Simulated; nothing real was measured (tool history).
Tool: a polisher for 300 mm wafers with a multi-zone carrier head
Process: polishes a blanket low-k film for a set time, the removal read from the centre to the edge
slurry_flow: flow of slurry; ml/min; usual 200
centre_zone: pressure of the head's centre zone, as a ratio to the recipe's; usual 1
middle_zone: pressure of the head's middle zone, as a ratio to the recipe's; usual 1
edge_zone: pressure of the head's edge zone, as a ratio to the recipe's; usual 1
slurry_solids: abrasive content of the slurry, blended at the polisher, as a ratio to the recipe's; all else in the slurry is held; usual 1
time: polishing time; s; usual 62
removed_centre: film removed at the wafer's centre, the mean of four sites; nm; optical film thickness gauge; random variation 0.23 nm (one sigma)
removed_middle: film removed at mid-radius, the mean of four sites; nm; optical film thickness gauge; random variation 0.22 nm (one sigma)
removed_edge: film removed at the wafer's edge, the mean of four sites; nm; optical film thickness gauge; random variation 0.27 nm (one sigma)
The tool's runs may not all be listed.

run,day,slurry_flow,centre_zone,middle_zone,edge_zone,slurry_solids,time,"incoming thickness of the incoming film, nm",removed_centre,removed_middle,removed_edge
1,0,200,0.9,1,1,1,62,358.5,23.1,25.5,26.6
# day 3.117: worn pad replaced by a new one
2,3.138,200,1,1,1,1,62,356,24.8,25,26.2
3,4.879,200,1,1,1,1,62,356.2,24,25,26.5
4,7.629,200,1,1,1,1,62,357.1,22.9,25.2,26
# day 9.004: centre zone pressure recalibrated
5,9.483,200,1,1,1,1,62,364.3,25.4,24.6,26.4
6,11.033,200,1,1,1,1,62,362.3,25.5,24.7,26.2
# day 11.921: slurry nozzle cleaned
7,12.546,200,1,1,1,1,62,357,27,26.4,27.1
# day 12.642: edge zone pressure recalibrated
8,15.633,200,1,1,1,1,62,356.7,26.2,25.2,26.8
# day 18.25: worn pad replaced by a new one
9,19.792,150,1.1,0.97,1,1,62,355.9,25.2,22.7,25.2
10,22.996,200,1,1,0.95,1,62,362.9,23.5,24.8,25.6
# day 23.167: centre zone pressure recalibrated
# day 25.412: slurry nozzle cleaned
11,27.088,200,1,1,1,1,62,357.9,26.8,25.5,26.7
12,29.975,200,1,1,1,1,62,362.2,25.9,25.4,26.8
# day 32.075: worn pad replaced by a new one
13,33.95,200,1,1.09,1,1,62,356.5,24.5,26.9,26.5
# day 37.854: centre zone pressure recalibrated
14,38.225,240,1,1,0.91,1,62,361.7,26.1,25.5,25.6
# day 39.371: carrier head's membrane replaced by a new one
# day 39.771: slurry nozzle cleaned
# day 40.054: edge zone pressure recalibrated
15,41.754,200,1,1,1,1,50,361.9,21.1,20.8,21.3
16,43.721,200,1,1,1,1,62,359.3,25.8,25.5,26.9
17,46.371,150,1,1.12,0.96,1,45,362.1,16.6,18.6,18.2
# day 47.362: worn pad replaced by a new one
18,48.625,200,0.88,1,1,0.9,62,358.4,19.9,23.7,25
19,52.129,150,1,1.12,0.96,1,45,357,15.4,18.6,17.5
# day 53.133: centre zone pressure recalibrated
20,55.408,200,1,1,1,1.25,62,363.1,28.4,27.3,28.4

What the log doesn't show, run by run:
removal rate lost through wear of the pad, %: 0 in every run
deviation of the edge zone's pressure from its setpoint, %: 0 in every run
H1: slurry flow missing at the pad, %
H2: deviation of the centre zone's pressure from its setpoint, %
run,H1,H2
1,17.1,-2.09
2,20.9,-4.62
3,22.2,-6.37
4,23.6,-9.65
5,24.2,0.165
6,24.5,0.00598
7,3.83,-0.34
8,14,-1.63
9,20.8,-4.6
10,23.3,-7.86
11,8.66,-0.171
12,16.5,-1.44
13,22.1,-4.31
14,24.8,-1.29
15,9.23,-1.91
16,14.7,-2.7
17,19.5,-4.26
18,21.9,-6.05
19,24.2,-9.65
20,25.2,1.1

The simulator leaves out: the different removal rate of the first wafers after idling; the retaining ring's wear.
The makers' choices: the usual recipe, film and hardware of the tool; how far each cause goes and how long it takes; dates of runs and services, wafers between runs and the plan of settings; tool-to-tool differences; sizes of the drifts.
